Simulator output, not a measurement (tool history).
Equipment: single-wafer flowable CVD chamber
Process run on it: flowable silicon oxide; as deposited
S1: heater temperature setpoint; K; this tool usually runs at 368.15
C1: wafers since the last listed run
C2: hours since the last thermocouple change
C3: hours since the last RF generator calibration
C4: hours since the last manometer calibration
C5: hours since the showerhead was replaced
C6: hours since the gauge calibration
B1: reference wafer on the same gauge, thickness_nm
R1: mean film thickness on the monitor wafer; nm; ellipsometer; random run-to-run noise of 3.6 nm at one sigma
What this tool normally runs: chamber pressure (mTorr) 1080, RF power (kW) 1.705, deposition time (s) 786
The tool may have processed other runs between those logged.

run 1 hour=0.0 | S1=368.15 chamber_pressure_(mTorr)=1080 RF_power_(kW)=1.485 deposition_time_(s)=786 | C1=0 C2=1285.6 C3=660.1 C4=736.1 C5=5946.7 C6=204.1 | B1=812.443 | R1=825.393
run 2 hour=11.2 | S1=368.15 chamber_pressure_(mTorr)=1080 RF_power_(kW)=1.485 deposition_time_(s)=786 | C1=38 C2=1296.8 C3=671.3 C4=747.3 C5=5957.9 C6=215.3 | B1=813.459 | R1=824.379
run 3 hour=20.2 | S1=368.15 chamber_pressure_(mTorr)=1080 RF_power_(kW)=1.485 deposition_time_(s)=786 | C1=30 C2=1305.8 C3=680.3 C4=756.3 C5=5966.9 C6=224.3 | B1=812.823 | R1=815.442
-- hour=21.8 gauge calibrated
run 4 hour=30.5 | S1=368.15 chamber_pressure_(mTorr)=1080 RF_power_(kW)=1.705 deposition_time_(s)=786 | C1=35 C2=1316.1 C3=690.6 C4=766.6 C5=5977.2 C6=8.7 | B1=813.227 | R1=860.074
run 5 hour=44.4 | S1=368.15 chamber_pressure_(mTorr)=1080 RF_power_(kW)=1.705 deposition_time_(s)=786 | C1=47 C2=1330.0 C3=704.5 C4=780.5 C5=5991.1 C6=22.6 | B1=812.951 | R1=860.178
run 6 hour=53.4 | S1=357.15 chamber_pressure_(mTorr)=1080 RF_power_(kW)=1.705 deposition_time_(s)=786 | C1=30 C2=1339.0 C3=713.5 C4=789.5 C5=6000.1 C6=31.6 | B1=812.200 | R1=1173.986
run 7 hour=70.7 | S1=368.15 chamber_pressure_(mTorr)=1080 RF_power_(kW)=1.705 deposition_time_(s)=786 | C1=59 C2=1356.3 C3=730.8 C4=806.8 C5=6017.4 C6=48.9 | B1=813.029 | R1=860.922
run 8 hour=83.8 | S1=368.15 chamber_pressure_(mTorr)=1080 RF_power_(kW)=1.705 deposition_time_(s)=786 | C1=45 C2=1369.4 C3=743.9 C4=819.9 C5=6030.5 C6=62.0 | B1=813.025 | R1=859.722
run 9 hour=94.9 | S1=368.15 chamber_pressure_(mTorr)=1080 RF_power_(kW)=1.705 deposition_time_(s)=786 | C1=38 C2=1380.5 C3=755.0 C4=831.0 C5=6041.6 C6=73.1 | B1=813.497 | R1=858.687
-- hour=113.8 capacitance manometer re-zeroed and calibrated
run 10 hour=114.3 | S1=368.15 chamber_pressure_(mTorr)=1080 RF_power_(kW)=1.705 deposition_time_(s)=786 | C1=39 C2=1399.9 C3=774.4 C4=0.5 C5=6061.0 C6=92.5 | B1=813.037 | R1=859.915
-- hour=123.4 thermocouple changed; heater temperature recalibrated
run 11 hour=125.7 | S1=375.15 chamber_pressure_(mTorr)=1080 RF_power_(kW)=1.705 deposition_time_(s)=786 | C1=11 C2=2.3 C3=785.8 C4=11.9 C5=6072.4 C6=103.9 | B1=813.392 | R1=768.048
run 12 hour=138.5 | S1=375.15 chamber_pressure_(mTorr)=1080 RF_power_(kW)=1.705 deposition_time_(s)=786 | C1=44 C2=15.1 C3=798.6 C4=24.7 C5=6085.2 C6=116.7 | B1=813.092 | R1=772.260
run 13 hour=145.7 | S1=359.15 chamber_pressure_(mTorr)=840 RF_power_(kW)=1.705 deposition_time_(s)=786 | C1=24 C2=22.3 C3=805.8 C4=31.9 C5=6092.4 C6=123.9 | B1=812.814 | R1=1007.759
-- hour=160.5 RF generator calibrated
run 14 hour=163.3 | S1=354.15 chamber_pressure_(mTorr)=1080 RF_power_(kW)=1.705 deposition_time_(s)=786 | C1=33 C2=39.9 C3=2.8 C4=49.5 C5=6110.0 C6=141.5 | B1=812.664 | R1=1425.152
-- hour=191.4 thermocouple changed; heater temperature recalibrated, repeated, since the last time left the tool worse
run 15 hour=198.9 | S1=368.15 chamber_pressure_(mTorr)=1080 RF_power_(kW)=1.455 deposition_time_(s)=729 | C1=94 C2=7.5 C3=38.4 C4=85.1 C5=6145.6 C6=177.1 | B1=812.576 | R1=681.232
run 16 hour=207.3 | S1=368.15 chamber_pressure_(mTorr)=1080 RF_power_(kW)=1.705 deposition_time_(s)=786 | C1=28 C2=15.9 C3=46.8 C4=93.5 C5=6154.0 C6=185.5 | B1=812.871 | R1=747.317

Expected results for the next run?
-- hour=207.4 gauge calibrated
-- hour=220.3 showerhead replaced
run 17 hour=220.8 | S1=368.15 chamber_pressure_(mTorr)=1080 RF_power_(kW)=1.705 deposition_time_(s)=786 | C1=18 C2=29.4 C3=60.3 C4=107.0 C5=0.5 C6=13.4 | B1=? | R1=?

{"run 17": {"B1": 813.618, "R1": 752.511}}
Were there no unlogged condition in the tool, this run, its random variation unchanged, would have produced R1 754.359 nm.
